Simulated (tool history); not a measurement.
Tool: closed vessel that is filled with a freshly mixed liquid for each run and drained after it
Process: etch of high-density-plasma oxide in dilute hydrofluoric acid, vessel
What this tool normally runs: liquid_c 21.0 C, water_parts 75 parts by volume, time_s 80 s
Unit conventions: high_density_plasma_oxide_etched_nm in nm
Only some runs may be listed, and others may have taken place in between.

run	day	liquid_c	water_parts	time_s	read-back film thickness of the high-density-plasma oxide reference wafer, read on the same gauge (nm)	high_density_plasma_oxide_etched_nm
1	0.000	22.5	75	80	120.007	4.775
2	0.342	22.5	75	80	120.005	4.760
3	1.025	21.0	75	80	120.004	4.466
4	1.512	21.0	75	80	119.991	4.462
5	1.917	21.0	75	80	120.005	4.445
6	2.367	21.0	75	90	120.000	5.007
7	2.821	21.0	75	90	120.002	5.010
8	3.400	17.5	75	90	119.971	4.317
9	3.696	17.5	75	90	119.976	4.312
10	5.854	17.5	75	90	119.998	4.318
11	6.525	21.0	75	80	120.029	4.441
# day 6.579: hydrofluoric acid flow meter replaced
# day 7.054: thermometer replaced
12	7.250	21.0	75	90	120.014	5.727
13	7.525	24.0	75	55	119.999	3.951
# day 8.154: gauge calibrated
14	9.146	21.0	75	80	119.989	5.042
15	9.442	21.0	95	125	119.989	6.056
16	10.183	23.5	50	30	120.021	3.221
17	10.550	21.0	105	55	120.023	2.385
18	11.296	21.0	75	80	119.990	5.027
19	11.833	24.0	65	100	119.992	8.283
20	12.229	24.5	105	95	120.002	4.740
21	12.525	26.0	95	80	120.027	4.734
22	13.058	23.0	65	105	120.006	8.345

Consider 4 possible next runs. They are alternatives, not a sequence: every one starts from the tool as it was left by run 22. What does each give?
A	13.088	17.5	75	80	?	?
B	13.088	19.5	75	80	?	?
C	13.088	18.0	75	35	?	?
D	13.088	21.0	75	40	?	?

run	read-back film thickness of the high-density-plasma oxide reference wafer, read on the same gauge (nm)	high_density_plasma_oxide_etched_nm
A	120.022	4.333
B	120.022	4.715
C	120.022	1.937
D	120.022	2.509
The same runs, with their run-to-run variation unchanged, on a tool lacking any hidden condition would have given:
run	high_density_plasma_oxide_etched_nm
A	4.532
B	4.932
C	2.025
D	2.625
